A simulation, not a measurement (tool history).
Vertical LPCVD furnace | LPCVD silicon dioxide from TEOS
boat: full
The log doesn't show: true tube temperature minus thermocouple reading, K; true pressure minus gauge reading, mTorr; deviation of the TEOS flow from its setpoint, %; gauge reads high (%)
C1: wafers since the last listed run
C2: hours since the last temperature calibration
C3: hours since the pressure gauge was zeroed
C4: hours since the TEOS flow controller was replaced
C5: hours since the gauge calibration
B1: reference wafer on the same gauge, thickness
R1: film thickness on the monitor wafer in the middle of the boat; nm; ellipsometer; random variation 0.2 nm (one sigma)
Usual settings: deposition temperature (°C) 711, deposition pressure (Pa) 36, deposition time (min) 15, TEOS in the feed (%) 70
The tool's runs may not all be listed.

{"run": 1, "hour": 0.0, "deposition temperature (°C)": 704, "deposition pressure (Pa)": 36, "deposition time (min)": 15, "TEOS in the feed (%)": 81, "C1": 0, "C2": 4871.1, "C3": 3784.5, "C4": 4876.4, "C5": 216, "B1": 149.02, "R1": 132.04}
{"run": 2, "hour": 12.8, "deposition temperature (°C)": 711, "deposition pressure (Pa)": 39.3, "deposition time (min)": 15, "TEOS in the feed (%)": 67, "C1": 143, "C2": 4883.9, "C3": 3797.3, "C4": 4889.2, "C5": 228.8, "B1": 149, "R1": 146.95}
{"run": 3, "hour": 23.1, "deposition temperature (°C)": 711, "deposition pressure (Pa)": 39.3, "deposition time (min)": 15, "TEOS in the feed (%)": 67, "C1": 115, "C2": 4894.2, "C3": 3807.6, "C4": 4899.5, "C5": 239.1, "B1": 148.97, "R1": 147.22}
{"run": 4, "hour": 43.1, "deposition temperature (°C)": 711, "deposition pressure (Pa)": 39.3, "deposition time (min)": 15, "TEOS in the feed (%)": 67, "C1": 224, "C2": 4914.2, "C3": 3827.6, "C4": 4919.5, "C5": 259.1, "B1": 148.98, "R1": 146.98}
{"run": 5, "hour": 60.6, "deposition temperature (°C)": 711, "deposition pressure (Pa)": 36, "deposition time (min)": 15, "TEOS in the feed (%)": 70, "C1": 196, "C2": 4931.7, "C3": 3845.1, "C4": 4937, "C5": 276.6, "B1": 148.96, "R1": 143.97}
{"run": 6, "hour": 77.9, "deposition temperature (°C)": 711, "deposition pressure (Pa)": 36, "deposition time (min)": 15, "TEOS in the feed (%)": 70, "C1": 194, "C2": 4949, "C3": 3862.4, "C4": 4954.3, "C5": 293.9, "B1": 148.96, "R1": 144.16}
{"run": 7, "hour": 91.3, "deposition temperature (°C)": 711, "deposition pressure (Pa)": 36, "deposition time (min)": 15, "TEOS in the feed (%)": 70, "C1": 150, "C2": 4962.4, "C3": 3875.8, "C4": 4967.7, "C5": 307.3, "B1": 148.97, "R1": 143.9}
{"run": 8, "hour": 111.4, "deposition temperature (°C)": 711, "deposition pressure (Pa)": 36, "deposition time (min)": 15, "TEOS in the feed (%)": 70, "C1": 225, "C2": 4982.5, "C3": 3895.9, "C4": 4987.8, "C5": 327.4, "B1": 149.02, "R1": 144.28}
{"hour": 139.8, "done": "TEOS flow controller replaced"}
{"run": 9, "hour": 140.3, "deposition temperature (°C)": 711, "deposition pressure (Pa)": 36, "deposition time (min)": 15, "TEOS in the feed (%)": 70, "C1": 54, "C2": 5011.4, "C3": 3924.8, "C4": 0.5, "C5": 356.3, "B1": 149.04, "R1": 144.07}
{"run": 10, "hour": 145.2, "deposition temperature (°C)": 711, "deposition pressure (Pa)": 36, "deposition time (min)": 15, "TEOS in the feed (%)": 70, "C1": 54, "C2": 5016.3, "C3": 3929.7, "C4": 5.4, "C5": 361.2, "B1": 148.99, "R1": 144.05}
{"run": 11, "hour": 153.1, "deposition temperature (°C)": 711, "deposition pressure (Pa)": 36, "deposition time (min)": 15, "TEOS in the feed (%)": 70, "C1": 88, "C2": 5024.2, "C3": 3937.6, "C4": 13.3, "C5": 369.1, "B1": 149, "R1": 143.99}
{"hour": 188.5, "done": "pressure gauge zeroed"}
{"hour": 192.9, "done": "thermocouples replaced and temperature profile calibrated"}
{"run": 12, "hour": 193.4, "deposition temperature (°C)": 708, "deposition pressure (Pa)": 36, "deposition time (min)": 15, "TEOS in the feed (%)": 70, "C1": 133, "C2": 0.5, "C3": 4.9, "C4": 53.6, "C5": 409.4, "B1": 149, "R1": 140.38}
{"run": 13, "hour": 198.2, "deposition temperature (°C)": 711, "deposition pressure (Pa)": 36, "deposition time (min)": 15, "TEOS in the feed (%)": 70, "C1": 53, "C2": 5.3, "C3": 9.7, "C4": 58.4, "C5": 414.2, "B1": 148.94, "R1": 150.37}
{"run": 14, "hour": 203.1, "deposition temperature (°C)": 715, "deposition pressure (Pa)": 36, "deposition time (min)": 13, "TEOS in the feed (%)": 70, "C1": 54, "C2": 10.2, "C3": 14.6, "C4": 63.3, "C5": 419.1, "B1": 148.96, "R1": 143.07}
{"run": 15, "hour": 214.8, "deposition temperature (°C)": 711, "deposition pressure (Pa)": 36, "deposition time (min)": 12.5, "TEOS in the feed (%)": 70, "C1": 131, "C2": 21.9, "C3": 26.3, "C4": 75, "C5": 430.8, "B1": 148.99, "R1": 125.43}
{"run": 16, "hour": 222.4, "deposition temperature (°C)": 706, "deposition pressure (Pa)": 36, "deposition time (min)": 10, "TEOS in the feed (%)": 78, "C1": 85, "C2": 29.5, "C3": 33.9, "C4": 82.6, "C5": 438.4, "B1": 149.07, "R1": 94.63}
{"hour": 241.8, "done": "gauge calibrated"}
{"hour": 251.5, "done": "thermocouples replaced and temperature profile calibrated, repeated, since the last time left the tool worse"}
{"run": 17, "hour": 252.0, "deposition temperature (°C)": 711, "deposition pressure (Pa)": 32, "deposition time (min)": 11.5, "TEOS in the feed (%)": 81, "C1": 62, "C2": 0.5, "C3": 63.5, "C4": 112.2, "C5": 10.2, "B1": 148.99, "R1": 104.06}
{"run": 18, "hour": 256.9, "deposition temperature (°C)": 717, "deposition pressure (Pa)": 36, "deposition time (min)": 15, "TEOS in the feed (%)": 70, "C1": 54, "C2": 5.4, "C3": 68.4, "C4": 117.1, "C5": 15.1, "B1": 149, "R1": 153.75}
{"run": 19, "hour": 261.8, "deposition temperature (°C)": 720, "deposition pressure (Pa)": 32, "deposition time (min)": 20, "TEOS in the feed (%)": 77, "C1": 54, "C2": 10.3, "C3": 73.3, "C4": 122, "C5": 20, "B1": 148.97, "R1": 216.42}
{"run": 20, "hour": 277.6, "deposition temperature (°C)": 711, "deposition pressure (Pa)": 36, "deposition time (min)": 11.5, "TEOS in the feed (%)": 75, "C1": 177, "C2": 26.1, "C3": 89.1, "C4": 137.8, "C5": 35.8, "B1": 148.97, "R1": 106.3}
{"run": 21, "hour": 296.9, "deposition temperature (°C)": 704, "deposition pressure (Pa)": 36, "deposition time (min)": 15, "TEOS in the feed (%)": 81, "C1": 216, "C2": 45.4, "C3": 108.4, "C4": 157.1, "C5": 55.1, "B1": 149.07, "R1": 122.74}
{"run": 22, "hour": 311.8, "deposition temperature (°C)": 711, "deposition pressure (Pa)": 36, "deposition time (min)": 15, "TEOS in the feed (%)": 58, "C1": 167, "C2": 60.3, "C3": 123.3, "C4": 172, "C5": 70, "B1": 149.04, "R1": 122.17}
{"run": 23, "hour": 325.6, "deposition temperature (°C)": 711, "deposition pressure (Pa)": 39.3, "deposition time (min)": 15, "TEOS in the feed (%)": 67, "C1": 154, "C2": 74.1, "C3": 137.1, "C4": 185.8, "C5": 83.8, "B1": 148.97, "R1": 137.17}
{"run": 24, "hour": 334.2, "deposition temperature (°C)": 704, "deposition pressure (Pa)": 36, "deposition time (min)": 20, "TEOS in the feed (%)": 76, "C1": 96, "C2": 82.7, "C3": 145.7, "C4": 194.4, "C5": 92.4, "B1": 148.98, "R1": 159.13}
{"run": 25, "hour": 341.6, "deposition temperature (°C)": 711, "deposition pressure (Pa)": 36, "deposition time (min)": 15, "TEOS in the feed (%)": 59, "C1": 82, "C2": 90.1, "C3": 153.1, "C4": 201.8, "C5": 99.8, "B1": 149.05, "R1": 123.12}

The tool's hidden state at each run:
true pressure minus gauge reading, mTorr: 0 in every run
deviation of the TEOS flow from its setpoint, %: 0 in every run
gauge reads high (%): 0 in every run
H1: true tube temperature minus thermocouple reading, K
run=1 H1=3.13
run=2 H1=3.14
run=3 H1=3.14
run=4 H1=3.16
run=5 H1=3.17
run=6 H1=3.18
run=7 H1=3.19
run=8 H1=3.2
run=9 H1=3.22
run=10 H1=3.22
run=11 H1=3.22
run=12 H1=5.16
run=13 H1=5.17
run=14 H1=5.17
run=15 H1=5.18
run=16 H1=5.18
run=17 H1=0.0264
run=18 H1=0.0295
run=19 H1=0.0326
run=20 H1=0.0426
run=21 H1=0.0548
run=22 H1=0.0642
run=23 H1=0.073
run=24 H1=0.0784
run=25 H1=0.0831
